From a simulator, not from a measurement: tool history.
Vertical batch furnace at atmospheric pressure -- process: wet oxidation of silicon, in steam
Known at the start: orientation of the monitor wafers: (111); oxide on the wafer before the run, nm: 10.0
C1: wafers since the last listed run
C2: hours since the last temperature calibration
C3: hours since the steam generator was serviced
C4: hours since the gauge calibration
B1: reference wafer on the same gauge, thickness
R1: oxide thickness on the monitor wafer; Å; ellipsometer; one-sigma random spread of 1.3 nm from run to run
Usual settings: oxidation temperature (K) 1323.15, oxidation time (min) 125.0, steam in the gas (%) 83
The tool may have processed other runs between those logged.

{"run": 1, "hour": 0.0, "oxidation temperature (K)": 1314.15, "oxidation time (min)": 125.0, "steam in the gas (%)": 83, "C1": 0, "C2": 1625.6, "C3": 2221.6, "C4": 173.5, "B1": 863.81, "R1": 7869.2}
{"run": 2, "hour": 10.8, "oxidation temperature (K)": 1314.15, "oxidation time (min)": 125.0, "steam in the gas (%)": 83, "C1": 86, "C2": 1636.4, "C3": 2232.4, "C4": 184.3, "B1": 863.66, "R1": 7873.8}
{"run": 3, "hour": 28.4, "oxidation temperature (K)": 1304.15, "oxidation time (min)": 92.5, "steam in the gas (%)": 83, "C1": 140, "C2": 1654.0, "C3": 2250.0, "C4": 201.9, "B1": 863.8, "R1": 6348.7}
{"run": 4, "hour": 44.3, "oxidation temperature (K)": 1304.15, "oxidation time (min)": 92.5, "steam in the gas (%)": 83, "C1": 127, "C2": 1669.9, "C3": 2265.9, "C4": 217.8, "B1": 863.5, "R1": 6353.7}
{"run": 5, "hour": 70.5, "oxidation temperature (K)": 1308.15, "oxidation time (min)": 125.0, "steam in the gas (%)": 83, "C1": 209, "C2": 1696.1, "C3": 2292.1, "C4": 244.0, "B1": 864.25, "R1": 7667.7}
{"run": 6, "hour": 83.2, "oxidation temperature (K)": 1323.15, "oxidation time (min)": 125.0, "steam in the gas (%)": 83, "C1": 101, "C2": 1708.8, "C3": 2304.8, "C4": 256.7, "B1": 863.43, "R1": 8111.0}
{"run": 7, "hour": 92.4, "oxidation temperature (K)": 1323.15, "oxidation time (min)": 125.0, "steam in the gas (%)": 83, "C1": 73, "C2": 1718.0, "C3": 2314.0, "C4": 265.9, "B1": 864.06, "R1": 8109.6}
{"run": 8, "hour": 108.9, "oxidation temperature (K)": 1323.15, "oxidation time (min)": 125.0, "steam in the gas (%)": 83, "C1": 132, "C2": 1734.5, "C3": 2330.5, "C4": 282.4, "B1": 864.53, "R1": 8119.0}
{"run": 9, "hour": 119.4, "oxidation temperature (K)": 1323.15, "oxidation time (min)": 125.0, "steam in the gas (%)": 83, "C1": 84, "C2": 1745.0, "C3": 2341.0, "C4": 292.9, "B1": 864.34, "R1": 8098.5}
{"run": 10, "hour": 145.1, "oxidation temperature (K)": 1323.15, "oxidation time (min)": 125.0, "steam in the gas (%)": 74, "C1": 205, "C2": 1770.7, "C3": 2366.7, "C4": 318.6, "B1": 864.28, "R1": 7623.6}
{"run": 11, "hour": 170.6, "oxidation temperature (K)": 1323.15, "oxidation time (min)": 125.0, "steam in the gas (%)": 74, "C1": 204, "C2": 1796.2, "C3": 2392.2, "C4": 344.1, "B1": 863.65, "R1": 7639.0}
{"run": 12, "hour": 190.9, "oxidation temperature (K)": 1323.15, "oxidation time (min)": 125.0, "steam in the gas (%)": 74, "C1": 162, "C2": 1816.5, "C3": 2412.5, "C4": 364.4, "B1": 863.96, "R1": 7611.7}
{"run": 13, "hour": 251.9, "oxidation temperature (K)": 1305.15, "oxidation time (min)": 125.0, "steam in the gas (%)": 83, "C1": 488, "C2": 1877.5, "C3": 2473.5, "C4": 425.4, "B1": 864.52, "R1": 7575.4}
{"run": 14, "hour": 266.0, "oxidation temperature (K)": 1305.15, "oxidation time (min)": 125.0, "steam in the gas (%)": 83, "C1": 112, "C2": 1891.6, "C3": 2487.6, "C4": 439.5, "B1": 864.24, "R1": 7586.8}
{"run": 15, "hour": 282.8, "oxidation temperature (K)": 1323.15, "oxidation time (min)": 87.5, "steam in the gas (%)": 83, "C1": 134, "C2": 1908.4, "C3": 2504.4, "C4": 456.3, "B1": 864.19, "R1": 6665.7}
{"run": 16, "hour": 308.7, "oxidation temperature (K)": 1323.15, "oxidation time (min)": 87.5, "steam in the gas (%)": 83, "C1": 207, "C2": 1934.3, "C3": 2530.3, "C4": 482.2, "B1": 864.45, "R1": 6657.3}
{"hour": 317.2, "done": "gauge calibrated"}
{"run": 17, "hour": 345.7, "oxidation temperature (K)": 1323.15, "oxidation time (min)": 87.5, "steam in the gas (%)": 83, "C1": 296, "C2": 1971.3, "C3": 2567.3, "C4": 28.5, "B1": 863.96, "R1": 6679.2}
{"run": 18, "hour": 359.8, "oxidation temperature (K)": 1323.15, "oxidation time (min)": 125.0, "steam in the gas (%)": 83, "C1": 112, "C2": 1985.4, "C3": 2581.4, "C4": 42.6, "B1": 863.18, "R1": 8115.2}
{"hour": 390.4, "done": "steam generator serviced"}
{"run": 19, "hour": 390.9, "oxidation temperature (K)": 1299.15, "oxidation time (min)": 105.0, "steam in the gas (%)": 89, "C1": 56, "C2": 2016.5, "C3": 0.5, "C4": 73.7, "B1": 864.28, "R1": 7339.0}
{"run": 20, "hour": 405.7, "oxidation temperature (K)": 1308.15, "oxidation time (min)": 125.0, "steam in the gas (%)": 79, "C1": 118, "C2": 2031.3, "C3": 15.3, "C4": 88.5, "B1": 864.02, "R1": 7827.1}
{"run": 21, "hour": 461.4, "oxidation temperature (K)": 1323.15, "oxidation time (min)": 125.0, "steam in the gas (%)": 83, "C1": 446, "C2": 2087.0, "C3": 71.0, "C4": 144.2, "B1": 863.58, "R1": 8544.4}
{"run": 22, "hour": 471.0, "oxidation temperature (K)": 1323.15, "oxidation time (min)": 125.0, "steam in the gas (%)": 83, "C1": 76, "C2": 2096.6, "C3": 80.6, "C4": 153.8, "B1": 863.8, "R1": 8547.6}
{"run": 23, "hour": 490.0, "oxidation temperature (K)": 1323.15, "oxidation time (min)": 125.0, "steam in the gas (%)": 83, "C1": 152, "C2": 2115.6, "C3": 99.6, "C4": 172.8, "B1": 863.76, "R1": 8525.4}
{"hour": 518.4, "done": "thermocouples replaced and temperature profile calibrated"}
{"run": 24, "hour": 518.9, "oxidation temperature (K)": 1337.15, "oxidation time (min)": 125.0, "steam in the gas (%)": 89, "C1": 39, "C2": 0.5, "C3": 128.5, "C4": 201.7, "B1": 863.36, "R1": 9134.7}
{"run": 25, "hour": 525.3, "oxidation temperature (K)": 1323.15, "oxidation time (min)": 125.0, "steam in the gas (%)": 90, "C1": 51, "C2": 6.9, "C3": 134.9, "C4": 208.1, "B1": 864.08, "R1": 8751.2}
{"run": 26, "hour": 536.2, "oxidation temperature (K)": 1323.15, "oxidation time (min)": 125.0, "steam in the gas (%)": 83, "C1": 87, "C2": 17.8, "C3": 145.8, "C4": 219.0, "B1": 864.19, "R1": 8349.6}
{"run": 27, "hour": 557.9, "oxidation temperature (K)": 1332.15, "oxidation time (min)": 125.0, "steam in the gas (%)": 87, "C1": 173, "C2": 39.5, "C3": 167.5, "C4": 240.7, "B1": 864.31, "R1": 8859.6}
{"run": 28, "hour": 582.4, "oxidation temperature (K)": 1323.15, "oxidation time (min)": 85.5, "steam in the gas (%)": 83, "C1": 196, "C2": 64.0, "C3": 192.0, "C4": 265.2, "B1": 863.24, "R1": 6765.7}
{"run": 29, "hour": 604.1, "oxidation temperature (K)": 1323.15, "oxidation time (min)": 97.0, "steam in the gas (%)": 83, "C1": 173, "C2": 85.7, "C3": 213.7, "C4": 286.9, "B1": 864.37, "R1": 7261.7}
{"run": 30, "hour": 618.3, "oxidation temperature (K)": 1323.15, "oxidation time (min)": 89.5, "steam in the gas (%)": 83, "C1": 113, "C2": 99.9, "C3": 227.9, "C4": 301.1, "B1": 863.89, "R1": 6945.8}
{"run": 31, "hour": 637.2, "oxidation temperature (K)": 1323.15, "oxidation time (min)": 125.0, "steam in the gas (%)": 83, "C1": 151, "C2": 118.8, "C3": 246.8, "C4": 320.0, "B1": 864.82, "R1": 8349.6}
{"run": 32, "hour": 657.5, "oxidation temperature (K)": 1333.15, "oxidation time (min)": 63.5, "steam in the gas (%)": 83, "C1": 162, "C2": 139.1, "C3": 267.1, "C4": 340.3, "B1": 864.51, "R1": 5965.6}
{"run": 33, "hour": 680.6, "oxidation temperature (K)": 1323.15, "oxidation time (min)": 125.0, "steam in the gas (%)": 83, "C1": 185, "C2": 162.2, "C3": 290.2, "C4": 363.4, "B1": 863.47, "R1": 8316.9}
{"run": 34, "hour": 691.7, "oxidation temperature (K)": 1310.15, "oxidation time (min)": 155.0, "steam in the gas (%)": 72, "C1": 88, "C2": 173.3, "C3": 301.3, "C4": 374.5, "B1": 863.97, "R1": 8250.9}

How would selected steps in R1 from run to run divide? Give the signed amount a tool lacking its hidden state would still show from settings, what came in and random variation, and the signed amount left for the hidden state, including any gauge scatter that is not in both of the compared results.
Hidden conditions of the tool in this case: true tube temperature minus thermocouple reading, K; steam share off its setpoint, % of the setpoint; gauge reads high (%).
Run 17 -> 18: oxidation time (min) 87.5 -> 125.0. R1 +1436.0 Å: hidden state -56.9, all else +1492.9.
Run 18 -> 19: oxidation temperature (K) 1323.15 -> 1299.15, oxidation time (min) 125.0 -> 105.0, steam in the gas (%) 83 -> 89, steam generator serviced. R1 -776.2 Å: hidden state +421.7, all else -1197.9.
Run 23 -> 24: oxidation temperature (K) 1323.15 -> 1337.15, steam in the gas (%) 83 -> 89, thermocouples replaced and temperature profile calibrated. R1 +609.3 Å: hidden state -174.1, all else +783.4.
Run 27 -> 28: oxidation temperature (K) 1332.15 -> 1323.15, oxidation time (min) 125.0 -> 85.5, steam in the gas (%) 87 -> 83. R1 -2093.9 Å: hidden state +13.0, all else -2106.9.
Run 31 -> 32: oxidation temperature (K) 1323.15 -> 1333.15, oxidation time (min) 125.0 -> 63.5. R1 -2384.0 Å: hidden state +20.5, all else -2404.5.
Run 32 -> 33: oxidation temperature (K) 1333.15 -> 1323.15, oxidation time (min) 63.5 -> 125.0. R1 +2351.3 Å: hidden state -27.0, all else +2378.3.
